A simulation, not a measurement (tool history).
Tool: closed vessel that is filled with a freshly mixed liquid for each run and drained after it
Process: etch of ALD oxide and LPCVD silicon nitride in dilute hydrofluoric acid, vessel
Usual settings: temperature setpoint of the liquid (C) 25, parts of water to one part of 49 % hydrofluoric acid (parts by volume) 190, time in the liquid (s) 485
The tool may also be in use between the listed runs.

run	day	temperature setpoint of the liquid (C)	parts of water to one part of 49 % hydrofluoric acid (parts by volume)	time in the liquid (s)	wafers since the last listed run	hours since the thermometer was replaced	hours since the hydrofluoric acid flow meter was replaced	hours since the gauge calibration	read-back film thickness of the ALD oxide reference wafer, read on the same gauge (nm)	read-back film thickness of the LPCVD silicon nitride reference wafer, read on the same gauge (nm)	thickness taken off the ALD oxide on a monitor wafer (Å)	thickness taken off the LPCVD silicon nitride on a monitor wafer (Å)
1	0	25	190	485	0	1166.3	1224.8	811.6	30.01	130.028	519.9	14.81
2	2.171	25	190	485	2537	1218.4	1276.9	863.7	29.99	130.002	522.5	14.94
3	4.492	25	190	485	2713	1274.1	1332.6	919.4	29.99	129.997	526.7	15.32
4	7.058	25	190	485	3000	1335.7	1394.2	981	30.02	129.964	522	15.63
5	9.938	25	190	685	3365	1404.8	1463.3	1050.1	30.01	130.021	744.5	20.77
6	12.788	25	190	485	3331	1473.2	1531.7	1118.5	29.99	130.013	527.7	14.92
7	15.779	25	190	485	3497	1545	1603.5	1190.3	29.99	130.006	523.2	15
8	16.879	25	190	485	1285	1571.4	1629.9	1216.7	30.03	130.017	532.5	15.68
9	19.229	25	190	485	2747	1627.8	1686.3	1273.1	29.97	130.006	526.8	15.41
10	21.208	25	190	485	2313	1675.3	1733.8	1320.6	30	129.985	530.3	15.23
11	24.188	25	190	485	3482	1746.8	1805.3	1392.1	30	129.97	542.9	15.66
12	25.208	21.5	130	485	1193	1771.3	1829.8	1416.6	30	129.999	724.7	17.82
13	26.6	20.5	215	345	1626	1804.7	1863.2	1450	29.98	130.037	278.5	7.31
14	28.467	20.5	270	485	2182	1849.5	1908	1494.8	29.99	130.018	296	8.28
# day 28.929: hydrofluoric acid flow meter replaced
15	29.604	26.5	265	245	1281	1876.8	16.2	1522.1	30.03	130.009	191.2	6.02
16	31.362	25	190	485	2055	1919	58.4	1564.3	29.97	130.019	532.8	15.54
17	33.804	27.5	190	665	2854	1977.6	117	1622.9	30	130.021	800.6	26.55
# day 34.921: gauge calibrated
# day 36.312: thermometer replaced
18	36.788	22.5	100	640	3438	11.4	188.6	44.8	30	130.002	1245.9	29.45
19	38.208	25	190	485	1661	45.5	222.7	78.9	30.01	130.026	486.9	13.56
20	40.267	25	100	270	2406	94.9	272.1	128.3	30	130.009	579.6	14.34
21	43.2	27.5	135	730	3429	165.3	342.5	198.7	30.01	130.006	1219.3	33.55
22	44.658	26.5	190	485	1704	200.3	377.5	233.7	29.99	129.961	529.9	15.46
23	46.962	25	190	485	2693	255.6	432.8	289	29.97	129.953	491.6	13.81
24	48.267	22	190	275	1524	286.9	464.1	320.3	29.98	130.016	253	6.51
25	55.596	25	190	485	8568	462.8	640	496.2	30.03	129.981	510.4	13.53

3 ways to go on from here, each from the tool as it stands after run 25. What would each give?
A	55.629	25	190	640	38	463.6	640.8	497	?	?	?	?
B	55.629	20.5	190	485	38	463.6	640.8	497	?	?	?	?
C	55.629	25	140	485	38	463.6	640.8	497	?	?	?	?

run	read-back film thickness of the ALD oxide reference wafer, read on the same gauge (nm)	read-back film thickness of the LPCVD silicon nitride reference wafer, read on the same gauge (nm)	thickness taken off the ALD oxide on a monitor wafer (Å)	thickness taken off the LPCVD silicon nitride on a monitor wafer (Å)
A	29.99	130.017	665.1	18.64
B	29.99	130.017	425.9	10.6
C	29.99	130.017	725.1	19.16
Without the tool's hidden state the same runs would have given:
run	thickness taken off the ALD oxide on a monitor wafer (Å)	thickness taken off the LPCVD silicon nitride on a monitor wafer (Å)
A	648.5	17.85
B	414.7	10.13
C	706.4	18.33

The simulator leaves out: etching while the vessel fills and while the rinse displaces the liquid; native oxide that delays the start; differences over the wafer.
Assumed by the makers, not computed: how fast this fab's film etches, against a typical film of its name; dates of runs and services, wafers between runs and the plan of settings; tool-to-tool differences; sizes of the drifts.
